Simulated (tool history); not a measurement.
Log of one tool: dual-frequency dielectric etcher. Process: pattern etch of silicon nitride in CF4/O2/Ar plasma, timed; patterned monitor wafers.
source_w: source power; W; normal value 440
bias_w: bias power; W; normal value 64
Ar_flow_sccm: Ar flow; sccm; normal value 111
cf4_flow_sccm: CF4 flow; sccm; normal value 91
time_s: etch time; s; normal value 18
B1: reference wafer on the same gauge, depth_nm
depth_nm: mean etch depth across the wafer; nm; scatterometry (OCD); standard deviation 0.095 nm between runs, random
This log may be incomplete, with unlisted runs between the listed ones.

{"run": 1, "hour": 0.0, "source_w": 520, "bias_w": 64, "Ar_flow_sccm": 111, "cf4_flow_sccm": 91, "time_s": 18, "B1": 42.08, "depth_nm": 39.65}
{"hour": 52.4, "done": "wet clean of the chamber"}
{"hour": 96.9, "done": "gauge calibrated"}
{"run": 2, "hour": 213.6, "source_w": 520, "bias_w": 64, "Ar_flow_sccm": 111, "cf4_flow_sccm": 91, "time_s": 18, "B1": 42.1, "depth_nm": 39.47}
{"run": 3, "hour": 317.5, "source_w": 480, "bias_w": 64, "Ar_flow_sccm": 111, "cf4_flow_sccm": 91, "time_s": 18, "B1": 42.07, "depth_nm": 36.6}
{"run": 4, "hour": 369.1, "source_w": 480, "bias_w": 64, "Ar_flow_sccm": 111, "cf4_flow_sccm": 91, "time_s": 18, "B1": 42.11, "depth_nm": 36.23}
{"run": 5, "hour": 448.7, "source_w": 480, "bias_w": 64, "Ar_flow_sccm": 111, "cf4_flow_sccm": 91, "time_s": 18, "B1": 42.09, "depth_nm": 36.57}
{"run": 6, "hour": 533.5, "source_w": 440, "bias_w": 64, "Ar_flow_sccm": 111, "cf4_flow_sccm": 91, "time_s": 18, "B1": 42.11, "depth_nm": 33.31}
{"hour": 586.2, "done": "wet clean of the chamber"}
{"hour": 638.1, "done": "upper electrode replaced"}
{"run": 7, "hour": 638.6, "source_w": 440, "bias_w": 64, "Ar_flow_sccm": 111, "cf4_flow_sccm": 91, "time_s": 18, "B1": 42.09, "depth_nm": 33.4}
{"run": 8, "hour": 663.1, "source_w": 440, "bias_w": 64, "Ar_flow_sccm": 111, "cf4_flow_sccm": 91, "time_s": 18, "B1": 42.11, "depth_nm": 33.38}
{"hour": 670.7, "done": "bias power generator calibrated"}
{"run": 9, "hour": 742.2, "source_w": 440, "bias_w": 64, "Ar_flow_sccm": 111, "cf4_flow_sccm": 91, "time_s": 18, "B1": 42.08, "depth_nm": 33.38}
{"hour": 793.2, "done": "CF4 flow controller replaced"}
{"hour": 936.7, "done": "gauge calibrated"}
{"run": 10, "hour": 941.4, "source_w": 400, "bias_w": 64, "Ar_flow_sccm": 111, "cf4_flow_sccm": 91, "time_s": 18, "B1": 42.14, "depth_nm": 30.19}
{"run": 11, "hour": 991.3, "source_w": 400, "bias_w": 64, "Ar_flow_sccm": 134, "cf4_flow_sccm": 72, "time_s": 19.5, "B1": 42.15, "depth_nm": 30.59}
{"run": 12, "hour": 1052.1, "source_w": 540, "bias_w": 78, "Ar_flow_sccm": 111, "cf4_flow_sccm": 83, "time_s": 18, "B1": 42.08, "depth_nm": 42.49}
{"hour": 1070.6, "done": "Ar flow controller replaced"}
{"hour": 1156.0, "done": "wet clean of the chamber"}
{"run": 13, "hour": 1156.5, "source_w": 510, "bias_w": 50, "Ar_flow_sccm": 130, "cf4_flow_sccm": 69, "time_s": 18, "B1": 42.07, "depth_nm": 33.83}
{"run": 14, "hour": 1186.8, "source_w": 440, "bias_w": 64, "Ar_flow_sccm": 111, "cf4_flow_sccm": 91, "time_s": 18, "B1": 42.14, "depth_nm": 33.38}
{"hour": 1219.8, "done": "source power generator calibrated"}
{"run": 15, "hour": 1223.6, "source_w": 440, "bias_w": 64, "Ar_flow_sccm": 111, "cf4_flow_sccm": 79, "time_s": 18, "B1": 42.11, "depth_nm": 34.29}
{"run": 16, "hour": 1306.4, "source_w": 470, "bias_w": 64, "Ar_flow_sccm": 99, "cf4_flow_sccm": 83, "time_s": 18, "B1": 42.08, "depth_nm": 37.28}
{"run": 17, "hour": 1362.9, "source_w": 440, "bias_w": 64, "Ar_flow_sccm": 136, "cf4_flow_sccm": 91, "time_s": 18, "B1": 42.13, "depth_nm": 34.25}
{"run": 18, "hour": 1416.9, "source_w": 440, "bias_w": 64, "Ar_flow_sccm": 138, "cf4_flow_sccm": 109, "time_s": 18, "B1": 42.08, "depth_nm": 35.22}
{"run": 19, "hour": 1472.3, "source_w": 490, "bias_w": 71, "Ar_flow_sccm": 111, "cf4_flow_sccm": 113, "time_s": 18, "B1": 42.11, "depth_nm": 41.09}
{"run": 20, "hour": 1526.8, "source_w": 470, "bias_w": 64, "Ar_flow_sccm": 99, "cf4_flow_sccm": 83, "time_s": 18, "B1": 42.11, "depth_nm": 36.8}

A few steps of depth_nm between consecutive runs. Split each: what settings, incoming material and random variation would produce without the hidden state, and what is left over for the hidden state, along with gauge scatter present in only one of the two compared results (measured, and without hidden state):
The tool's hidden condition here consists of: etch rate over this chamber's usual, %; source power that arrives over what is set, %; bias power that arrives over what is set, %; Ar flow that arrives over what is set, %; CF4 flow that arrives over what is set, %; gauge reads high (%).
Run 11 -> 12: source_w 400 -> 540, bias_w 64 -> 78, Ar_flow_sccm 134 -> 111, cf4_flow_sccm 72 -> 83, time_s 19.5 -> 18. depth_nm +11.9 nm: hidden state -0.67, all else +12.57.
Run 12 -> 13: source_w 540 -> 510, bias_w 78 -> 50, Ar_flow_sccm 111 -> 130, cf4_flow_sccm 83 -> 69, Ar flow controller replaced, wet clean of the chamber. depth_nm -8.66 nm: hidden state +0.48, all else -9.14.
Run 14 -> 15: cf4_flow_sccm 91 -> 79, source power generator calibrated. depth_nm +0.91 nm: hidden state +1.71, all else -0.8.
